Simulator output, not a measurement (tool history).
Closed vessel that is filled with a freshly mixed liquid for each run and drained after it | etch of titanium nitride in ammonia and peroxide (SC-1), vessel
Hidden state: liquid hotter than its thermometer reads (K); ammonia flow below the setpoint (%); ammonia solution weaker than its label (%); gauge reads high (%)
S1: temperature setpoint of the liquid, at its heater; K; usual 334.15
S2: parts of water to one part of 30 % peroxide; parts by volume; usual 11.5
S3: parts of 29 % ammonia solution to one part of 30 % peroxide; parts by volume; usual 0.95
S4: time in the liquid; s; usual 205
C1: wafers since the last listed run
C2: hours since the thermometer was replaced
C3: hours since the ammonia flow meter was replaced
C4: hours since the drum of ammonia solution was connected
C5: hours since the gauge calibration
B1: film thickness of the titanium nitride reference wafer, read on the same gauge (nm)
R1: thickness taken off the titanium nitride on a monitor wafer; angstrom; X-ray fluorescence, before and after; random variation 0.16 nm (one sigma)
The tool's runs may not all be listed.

run   hour      S1    S2    S3   S4     C1      C2      C3     C4     C5     B1     R1
  1    0.0  334.15  11.5  0.65  205      0  1051.1  2184.0  483.8  326.3  69.97  215.7
  2   15.0  334.15  11.5  0.65  205   1838  1066.1  2199.0  498.8  341.3  69.99  212.5
  3   50.7  334.15  11.5  0.95  205   4375  1101.8  2234.7  534.5  377.0  69.99  229.6
  4   79.3  334.15  11.5  0.95  205   3505  1130.4  2263.3  563.1  405.6  69.97  226.3
  5   92.6  334.15   9.5  0.95  205   1630  1143.7  2276.6  576.4  418.9  69.98  252.1
  6  113.3  334.15   9.5  0.95  205   2537  1164.4  2297.3  597.1  439.6  70.04  252.8
  7  131.2  334.15  11.5  0.70  205   2193  1182.3  2315.2  615.0  457.5  70.02  220.9
  8  163.7  334.15  11.5  0.70  205   3983  1214.8  2347.7  647.5  490.0  69.97  221.0
  9  199.1  334.15  11.5  1.15  205   4338  1250.2  2383.1  682.9  525.4  69.97  239.5
 10  222.9  334.15  11.5  1.15  205   2917  1274.0  2406.9  706.7  549.2  70.02  239.7
     226.0  -- new drum of ammonia solution connected
     237.0  -- thermometer replaced
 11  238.2  334.15  11.5  0.75  205   1630     1.2  2422.2   12.2  564.5  69.97  239.7
 12  253.4  334.15  11.5  0.75  205   1863    16.4  2437.4   27.4  579.7  70.01  243.4
 13  269.7  334.15  11.5  0.95  205   1997    32.7  2453.7   43.7  596.0  70.04  250.7
     289.1  -- gauge calibrated
 14  296.4  338.65   6.0  0.95  205   3272    59.4  2480.4   70.4    7.3  70.05  463.6
     304.1  -- ammonia flow meter replaced
 15  322.0  334.15   9.5  0.95  205   3015    85.0    17.9   96.0   32.9  69.97  281.2
 16  339.4  334.15   7.0  1.20  205   2132   102.4    35.3  113.4   50.3  70.01  334.7
 17  363.4  334.15  11.5  0.65  205   2941   126.4    59.3  137.4   74.3  69.95  237.7
     371.8  -- thermometer replaced, repeated, since the last time left the tool worse
 18  461.2  341.65  13.5  1.20  295  11864    89.4   157.1  235.2  172.1  69.97  461.7
 19  490.1  334.15  14.5  0.95  205   3542   118.3   186.0  264.1  201.0  69.98  186.0
 20  525.2  341.65  14.5  0.95  205   4302   153.4   221.1  299.2  236.1  70.04  301.5
 21  553.3  328.65  11.5  0.95  205   3444   181.5   249.2  327.3  264.2  69.97  148.1
 22  572.4  334.15  11.5  0.95  205   2341   200.6   268.3  346.4  283.3  69.97  214.6
 23  586.3  328.65  11.5  0.95  155   1703   214.5   282.2  360.3  297.2  70.01  111.8
 24  601.2  334.15  11.5  0.95  205   1826   229.4   297.1  375.2  312.1  70.03  210.5
 25  628.2  325.15  13.5  0.95  205   3309   256.4   324.1  402.2  339.1  70.02  107.7
 26  653.3  334.15  11.5  0.50  310   3076   281.5   349.2  427.3  364.2  69.99  291.5

Hidden state or all else? Some run-to-run changes of R1, split into what the settings, what came in and random variation would give without the hidden state, and what is left for the hidden state (with any gauge scatter that isn't in both results):
Run 13 -> 14: S1 334.15 -> 338.65, S2 11.5 -> 6.0, gauge calibrated. R1 +212.9 angstrom: hidden state +37.6, all else +175.3.
Run 17 -> 18: S1 334.15 -> 341.65, S2 11.5 -> 13.5, S3 0.65 -> 1.20, S4 205 -> 295, thermometer replaced, repeated, since the last time left the tool worse. R1 +224.0 angstrom: hidden state -38.5, all else +262.5.
Run 18 -> 19: S1 341.65 -> 334.15, S2 13.5 -> 14.5, S3 1.20 -> 0.95, S4 295 -> 205. R1 -275.7 angstrom: hidden state -3.1, all else -272.6.

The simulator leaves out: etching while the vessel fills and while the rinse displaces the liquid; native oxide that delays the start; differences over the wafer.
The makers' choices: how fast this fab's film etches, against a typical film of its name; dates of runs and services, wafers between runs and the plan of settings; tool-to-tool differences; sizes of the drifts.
